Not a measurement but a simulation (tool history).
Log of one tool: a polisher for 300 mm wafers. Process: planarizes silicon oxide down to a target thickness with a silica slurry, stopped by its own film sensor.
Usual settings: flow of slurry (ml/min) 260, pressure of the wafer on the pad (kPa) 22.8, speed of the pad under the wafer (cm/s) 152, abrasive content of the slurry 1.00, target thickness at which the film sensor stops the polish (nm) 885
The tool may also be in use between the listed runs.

run,hour,flow of slurry (ml/min),pressure of the wafer on the pad (kPa),speed of the pad under the wafer (cm/s),abrasive content of the slurry,target thickness at which the film sensor stops the polish (nm),wafers since the last listed run,wafers polished on this pad,hours since the slurry nozzle was cleaned,hours since the head pressure was calibrated,hours since the slurry blender was calibrated,hours since the conditioning disc was replaced,"incoming thickness of the incoming film, nm",time until the film sensor stopped the polish (s)
1,0.0,260,22.8,152,1.00,885,0,4,582.8,573.5,332.9,184.2,1276.1,120.3
# hour 1.9: slurry nozzle cleaned
2,46.6,260,22.8,152,1.00,885,434,439,44.7,620.1,379.5,230.8,1246.6,111.3
# hour 64.0: slurry blender recalibrated
3,97.5,260,22.8,152,1.00,885,466,905,95.6,671.0,33.5,281.7,1283.0,122.9
4,154.0,260,22.8,152,1.00,885,538,1443,152.1,727.5,90.0,338.2,1283.3,123.3
5,197.6,260,22.8,152,1.00,885,415,1859,195.7,771.1,133.6,381.8,1251.2,118.0
# hour 205.0: conditioning disc replaced and pad reconditioned
6,256.2,260,22.8,152,1.00,885,539,2398,254.3,829.7,192.2,51.2,1258.1,125.7
# hour 306.2: worn pad replaced by a new one
7,322.5,260,22.8,152,1.00,885,593,155,320.6,896.0,258.5,117.5,1239.6,108.6
8,352.8,260,22.8,152,1.00,885,288,444,350.9,926.3,288.8,147.8,1274.1,121.2
9,403.3,260,22.8,152,1.00,885,481,925,401.4,976.8,339.3,198.3,1263.0,116.2
# hour 428.2: slurry blender recalibrated
10,469.3,260,22.8,152,1.00,885,610,1535,467.4,1042.8,41.1,264.3,1272.7,123.1
11,531.2,260,22.8,152,1.00,885,589,2125,529.3,1104.7,103.0,326.2,1250.6,119.1
# hour 539.4: conditioning disc replaced and pad reconditioned
12,576.1,260,22.8,152,1.00,962,408,2534,574.2,1149.6,147.9,36.7,1245.8,97.1
# hour 617.1: worn pad replaced by a new one
13,642.8,260,30.3,104,1.00,885,597,244,640.9,1216.3,214.6,103.4,1272.8,122.2
14,685.3,260,22.8,152,1.00,885,405,650,683.4,1258.8,257.1,145.9,1285.2,126.1
# hour 727.1: slurry nozzle cleaned
15,742.7,260,22.8,152,0.80,885,537,1187,15.6,1316.2,314.5,203.3,1246.1,132.9
# hour 767.1: head pressure recalibrated
# hour 791.6: slurry blender recalibrated
16,808.8,260,22.8,152,1.15,885,591,1779,81.7,41.7,17.2,269.4,1262.9,111.0
17,894.8,260,22.8,116,1.00,885,819,2599,167.7,127.7,103.2,355.4,1249.3,148.6
# hour 932.1: conditioning disc replaced and pad reconditioned
18,942.5,260,22.8,152,1.00,885,435,3034,215.4,175.4,150.9,10.4,1260.9,134.4
# hour 1000.1: worn pad replaced by a new one
19,1003.9,215,22.8,134,1.00,885,547,36,276.8,236.8,212.3,71.8,1244.5,121.1
20,1044.8,260,29.6,182,1.30,885,389,425,317.7,277.7,253.2,112.7,1276.2,79.3
21,1115.3,330,22.8,152,1.10,885,671,1097,388.2,348.2,323.7,183.2,1267.7,111.8
# hour 1192.6: slurry blender recalibrated
22,1268.1,260,22.8,152,1.25,940,1437,2535,541.0,501.0,75.5,336.0,1267.9,98.7
# hour 1287.9: conditioning disc replaced and pad reconditioned
# hour 1316.0: worn pad replaced by a new one
23,1319.7,260,22.8,152,1.00,885,434,35,592.6,552.6,127.1,31.8,1279.8,124.5
# hour 1359.5: slurry nozzle cleaned
24,1360.5,305,26.2,168,0.85,885,379,415,1.0,593.4,167.9,72.6,1256.7,106.0
25,1419.6,260,22.8,152,1.00,885,563,978,60.1,652.5,227.0,131.7,1280.5,124.6
26,1488.7,260,22.8,204,1.00,933,658,1636,129.2,721.6,296.1,200.8,1281.0,92.2

Measured less the same run without the tool's hidden state. The same run-to-run variation is in both; the gauge's scatter may not be:
The hidden state here: removal rate lost through wear of the pad, %; slurry flow missing at the pad, %; deviation of the head's pressure from its setpoint, %; abrasive missing from the slurry, %; time polished since the conditioner stopped cutting, s.
run,time until the film sensor stopped the polish (s)
1,+0.6
2,+0.8
3,+1.8
4,+3.6
5,+5.3
6,+9.1
7,+1.0
8,+1.2
9,+2.1
10,+4.4
11,+7.2
12,+8.0
13,+2.5
14,+3.1
15,+4.8
16,+6.4
17,+14.7
18,+17.3
19,+1.9
20,+1.4
21,+3.3
22,+8.8
23,+1.5
24,+1.6
25,+3.0
26,+3.9

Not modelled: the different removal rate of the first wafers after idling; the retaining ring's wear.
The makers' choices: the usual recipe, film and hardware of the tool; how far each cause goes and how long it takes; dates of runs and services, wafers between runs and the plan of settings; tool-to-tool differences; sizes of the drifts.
